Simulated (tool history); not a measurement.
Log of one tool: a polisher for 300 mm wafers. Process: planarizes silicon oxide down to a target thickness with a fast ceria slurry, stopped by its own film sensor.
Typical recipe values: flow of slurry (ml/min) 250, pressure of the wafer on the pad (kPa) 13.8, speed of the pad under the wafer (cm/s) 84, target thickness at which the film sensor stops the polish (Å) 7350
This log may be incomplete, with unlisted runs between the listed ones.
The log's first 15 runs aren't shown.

run	hour	flow of slurry (ml/min)	pressure of the wafer on the pad (kPa)	speed of the pad under the wafer (cm/s)	target thickness at which the film sensor stops the polish (Å)	incoming thickness of the incoming film, nm	time until the film sensor stopped the polish (s)
16	400.8	250	13.8	84	7350	1497.2	93.9
17	435.6	250	13.8	108	7350	1480.7	74.7
# hour 450: worn pad replaced by a new one
18	450.5	250	15.9	84	7350	1521.9	85.5
19	464.2	315	9.7	102	9260	1530.7	88.3
20	476.6	220	13.8	84	6300	1491.3	112.6
21	503	250	13.8	68	7350	1490	118.7
22	529.3	290	15.9	96	6040	1509.2	87
# hour 544.9: slurry nozzle cleaned
23	547.5	335	13.8	84	6450	1477.5	96.3
24	571.8	250	13.8	84	7350	1500.4	92.3
25	584.3	250	15.9	66	7350	1514.5	106.6
26	598	250	13.8	66	7350	1490.9	116.4
27	615.3	250	13.8	84	7350	1488.3	91.8
28	634.7	250	16.5	84	8870	1487.1	62.1
# hour 663.4: worn pad replaced by a new one
29	663.9	250	11.7	84	5600	1511.8	139
30	695.5	315	11.7	72	7350	1500.7	129.9
31	730.8	250	13.8	84	7350	1495.8	97.3
32	743.1	250	13.8	112	7350	1481	69.5
33	763.5	285	9.7	100	7350	1508.4	114.4
# hour 769.3: slurry nozzle cleaned
34	798	165	13.8	114	7350	1515.1	73.6
35	829.7	335	13.8	64	7350	1471	117
36	863.9	220	13.8	84	6300	1487.5	109.1

Consider 5 possible next runs. They are alternatives, not a sequence: every one starts from the tool as it was left by run 36. What does each give?
A	864.3	250	13.8	84	5180	1477.1	?
B	864.3	250	13.8	84	8860	1477.1	?
C	864.3	195	13.8	84	5500	1477.1	?
D	864.3	320	13.8	66	7350	1477.1	?
E	864.3	180	13.8	84	8480	1477.1	?

run	time until the film sensor stopped the polish (s)
A	120.1
B	74
C	119.8
D	115.2
E	82.2
Stripped of hidden state, with their random variation kept, the same runs would have yielded:
run	time until the film sensor stopped the polish (s)
A	116.7
B	72
C	115.7
D	112.6
E	79.2

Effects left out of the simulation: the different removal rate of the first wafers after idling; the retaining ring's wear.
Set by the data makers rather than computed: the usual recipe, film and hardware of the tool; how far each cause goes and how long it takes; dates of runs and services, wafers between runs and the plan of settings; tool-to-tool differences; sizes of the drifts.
